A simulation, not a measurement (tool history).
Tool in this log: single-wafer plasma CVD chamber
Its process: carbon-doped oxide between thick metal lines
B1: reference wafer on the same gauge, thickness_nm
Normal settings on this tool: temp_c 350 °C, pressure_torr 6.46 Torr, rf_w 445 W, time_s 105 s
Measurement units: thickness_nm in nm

run 1 hour=0.0 | temp_c=339 pressure_torr=6.46 rf_w=445 time_s=105 | B1=661.661 | thickness_nm=558.037
-- hour=29.5 RF generator calibrated
run 2 hour=37.3 | temp_c=350 pressure_torr=6.46 rf_w=445 time_s=105 | B1=662.027 | thickness_nm=555.295
-- hour=47.8 gauge calibrated
-- hour=101.2 capacitance manometer re-zeroed and calibrated
-- hour=138.3 showerhead replaced
run 3 hour=209.0 | temp_c=350 pressure_torr=6.46 rf_w=445 time_s=105 | B1=662.299 | thickness_nm=550.699
run 4 hour=251.6 | temp_c=350 pressure_torr=8.02 rf_w=485 time_s=120 | B1=661.931 | thickness_nm=686.781
run 5 hour=275.6 | temp_c=362 pressure_torr=5.59 rf_w=445 time_s=105 | B1=662.379 | thickness_nm=521.805
run 6 hour=335.8 | temp_c=350 pressure_torr=6.46 rf_w=475 time_s=114 | B1=661.803 | thickness_nm=626.201
run 7 hour=362.6 | temp_c=355 pressure_torr=6.46 rf_w=445 time_s=105 | B1=661.871 | thickness_nm=548.028
-- hour=386.5 thermocouple changed; heater temperature recalibrated
run 8 hour=418.1 | temp_c=350 pressure_torr=6.46 rf_w=445 time_s=105 | B1=662.168 | thickness_nm=553.425
run 9 hour=446.8 | temp_c=340 pressure_torr=6.46 rf_w=445 time_s=122 | B1=661.973 | thickness_nm=652.275
run 10 hour=589.2 | temp_c=350 pressure_torr=6.46 rf_w=445 time_s=112 | B1=660.954 | thickness_nm=588.304
run 11 hour=631.9 | temp_c=350 pressure_torr=7.85 rf_w=420 time_s=105 | B1=662.306 | thickness_nm=536.017
run 12 hour=703.7 | temp_c=350 pressure_torr=6.46 rf_w=370 time_s=100 | B1=662.231 | thickness_nm=447.602
run 13 hour=834.8 | temp_c=350 pressure_torr=8.02 rf_w=485 time_s=120 | B1=661.938 | thickness_nm=682.746
run 14 hour=894.4 | temp_c=362 pressure_torr=7.33 rf_w=480 time_s=105 | B1=662.138 | thickness_nm=571.127
run 15 hour=957.2 | temp_c=336 pressure_torr=6.46 rf_w=525 time_s=88 | B1=662.396 | thickness_nm=531.690
run 16 hour=1026.9 | temp_c=350 pressure_torr=6.46 rf_w=390 time_s=105 | B1=662.415 | thickness_nm=488.727

Run 17 is up next; what results do you expect?
run 17 hour=1082.8 | temp_c=350 pressure_torr=6.46 rf_w=445 time_s=105 | B1=? | thickness_nm=?

{"run 17": {"B1": 661.741, "thickness_nm": 543.173}}
The same run, on a tool lacking any hidden state, would have yielded thickness_nm 550.384 nm.
